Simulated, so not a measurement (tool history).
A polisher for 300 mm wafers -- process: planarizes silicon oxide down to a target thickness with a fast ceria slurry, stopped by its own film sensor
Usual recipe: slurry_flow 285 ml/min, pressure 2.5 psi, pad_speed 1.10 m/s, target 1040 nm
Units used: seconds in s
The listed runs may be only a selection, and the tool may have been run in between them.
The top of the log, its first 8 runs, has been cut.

run	hour	slurry_flow	pressure	pad_speed	target	incoming thickness of the incoming film, nm	seconds
9	530.5	215	2.9	1.10	1040	1704.1	44.4
10	629.8	215	2.9	1.10	1040	1718.7	46.5
11	698.9	285	1.9	1.10	1040	1738.7	54.0
12	737.0	285	2.5	1.10	1040	1739.1	51.3
# hour 741.8: head pressure recalibrated
13	842.4	350	2.9	1.10	1040	1728.8	46.5
14	895.8	365	1.6	1.10	1040	1710.7	56.2
15	977.5	225	2.5	1.10	960	1751.6	59.8
# hour 1081.3: worn pad replaced by a new one
# hour 1143.9: slurry nozzle cleaned
16	1144.4	285	2.5	1.10	823	1739.6	64.8
17	1192.2	285	3.0	1.10	814	1703.2	57.6
18	1278.3	220	2.5	1.10	1040	1725.4	49.3
19	1349.7	285	2.5	1.22	1040	1735.4	46.2
# hour 1391.8: head pressure recalibrated
20	1405.0	220	2.2	0.82	813	1706.4	79.9
21	1462.5	285	2.5	1.32	1040	1695.3	42.4
22	1559.7	375	2.5	0.78	1137	1720.2	48.9
23	1632.1	285	2.9	1.10	1040	1710.9	45.5
24	1703.7	285	2.5	1.10	1040	1737.6	51.0
25	1740.2	195	2.5	1.10	1109	1734.9	47.4
# hour 1780.4: slurry nozzle cleaned
26	1819.1	285	2.5	1.10	1040	1685.6	47.2
# hour 1852.8: worn pad replaced by a new one
27	1917.7	285	3.1	0.74	947	1696.1	58.1
28	2005.2	285	2.5	1.10	1040	1713.7	47.1
29	2083.8	285	2.9	1.10	835	1720.5	58.3
30	2144.2	285	2.5	0.88	1040	1713.4	53.4
# hour 2227.9: head pressure recalibrated
31	2228.4	285	2.5	0.76	919	1712.5	68.6
32	2316.2	230	2.1	0.98	1228	1709.4	40.3
33	2392.7	285	2.5	1.10	1040	1711.1	48.2

What does the tool deliver on the next run?
34	2434.6	285	2.5	1.10	1040	1682.9	?

For run 34 the tool returned seconds 46.2 s.
If the tool had no hidden condition, the same run with the same run-to-run variation would have returned seconds 44.4 s.
